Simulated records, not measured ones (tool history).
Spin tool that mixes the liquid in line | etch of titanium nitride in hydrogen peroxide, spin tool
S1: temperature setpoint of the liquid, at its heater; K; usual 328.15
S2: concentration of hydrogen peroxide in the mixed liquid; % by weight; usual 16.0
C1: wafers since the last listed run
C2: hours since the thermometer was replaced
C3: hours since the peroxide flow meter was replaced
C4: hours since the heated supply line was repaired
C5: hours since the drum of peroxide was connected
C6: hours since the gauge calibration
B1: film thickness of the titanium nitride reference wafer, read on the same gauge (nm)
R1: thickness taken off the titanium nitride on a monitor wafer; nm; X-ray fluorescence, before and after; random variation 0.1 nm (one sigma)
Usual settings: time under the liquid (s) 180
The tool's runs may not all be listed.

Run 1, hour 0.0: usual settings but S1 321.15 K, time under the liquid (s) 155; C1 0; C2 848.2; C3 571.1; C4 1510.3; C5 678.3; C6 59.8; B1 130.00. Result: R1 6.55 nm.
Run 2, hour 15.0: usual settings but S1 331.15 K, S2 12.5 % by weight; C1 115; C2 863.2; C3 586.1; C4 1525.3; C5 693.3; C6 74.8; B1 130.02. Result: R1 15.03 nm.
Run 3, hour 26.9: usual settings but S1 331.15 K, S2 12.5 % by weight; C1 91; C2 875.1; C3 598.0; C4 1537.2; C5 705.2; C6 86.7; B1 130.03. Result: R1 15.05 nm.
Run 4, hour 35.5: usual settings; C1 65; C2 883.7; C3 606.6; C4 1545.8; C5 713.8; C6 95.3; B1 129.99. Result: R1 12.66 nm.
Run 5, hour 49.3: usual settings; C1 105; C2 897.5; C3 620.4; C4 1559.6; C5 727.6; C6 109.1; B1 129.99. Result: R1 12.64 nm.
At hour 59.3: peroxide flow meter replaced.
Run 6, hour 62.3: usual settings; C1 92; C2 910.5; C3 3.0; C4 1572.6; C5 740.6; C6 122.1; B1 129.99. Result: R1 12.54 nm.
At hour 69.8: thermometer replaced.
At hour 73.5: gauge calibrated.
Run 7, hour 76.7: usual settings; C1 102; C2 6.9; C3 17.4; C4 1587.0; C5 755.0; C6 3.2; B1 129.98. Result: R1 13.99 nm.
Run 8, hour 87.9: usual settings but S1 323.65 K, S2 20.0 % by weight; C1 85; C2 18.1; C3 28.6; C4 1598.2; C5 766.2; C6 14.4; B1 129.99. Result: R1 10.58 nm.
Run 9, hour 94.1: usual settings; C1 47; C2 24.3; C3 34.8; C4 1604.4; C5 772.4; C6 20.6; B1 130.01. Result: R1 14.00 nm.
At hour 95.8: heated supply line repaired.
At hour 102.9: new drum of peroxide connected.
Run 10, hour 103.4: usual settings but S1 335.15 K, S2 19.5 % by weight; C1 55; C2 33.6; C3 44.1; C4 7.6; C5 0.5; C6 29.9; B1 130.00. Result: R1 31.15 nm.
Run 11, hour 115.0: usual settings but S1 320.15 K, S2 18.5 % by weight, time under the liquid (s) 100; C1 88; C2 45.2; C3 55.7; C4 19.2; C5 12.1; C6 41.5; B1 130.00. Result: R1 5.92 nm.
Run 12, hour 126.1: usual settings but S1 333.65 K, S2 14.0 % by weight, time under the liquid (s) 265; C1 85; C2 56.3; C3 66.8; C4 30.3; C5 23.2; C6 52.6; B1 129.99. Result: R1 38.34 nm.
Run 13, hour 134.4: usual settings but S2 20.0 % by weight, time under the liquid (s) 75; C1 63; C2 64.6; C3 75.1; C4 38.6; C5 31.5; C6 60.9; B1 130.01. Result: R1 8.01 nm.
Run 14, hour 146.9: usual settings but S1 322.15 K; C1 95; C2 77.1; C3 87.6; C4 51.1; C5 44.0; C6 73.4; B1 129.99. Result: R1 11.81 nm.
Run 15, hour 158.8: usual settings but S1 337.15 K, S2 12.0 % by weight, time under the liquid (s) 280; C1 91; C2 89.0; C3 99.5; C4 63.0; C5 55.9; C6 85.3; B1 129.99. Result: R1 49.56 nm.

3 ways to go on from here, each from the tool as it stands after run 15. What would each give?
Run A, hour 159.3: usual settings but S2 12.0 % by weight; C1 3; C2 89.5; C3 100.0; C4 63.5; C5 56.4; C6 85.8; B1 ?. Result: R1 ?.
Run B, hour 159.3: usual settings but S2 20.5 % by weight, time under the liquid (s) 285; C1 3; C2 89.5; C3 100.0; C4 63.5; C5 56.4; C6 85.8; B1 ?. Result: R1 ?.
Run C, hour 159.3: usual settings but S1 320.15 K; C1 3; C2 89.5; C3 100.0; C4 63.5; C5 56.4; C6 85.8; B1 ?. Result: R1 ?.

run      B1     R1
  A  130.01  17.05
  B  130.01  30.22
  C  130.01  10.15
Without the tool's hidden state the same runs would have given:
run     R1
  A  18.57
  B  32.93
  C  11.11
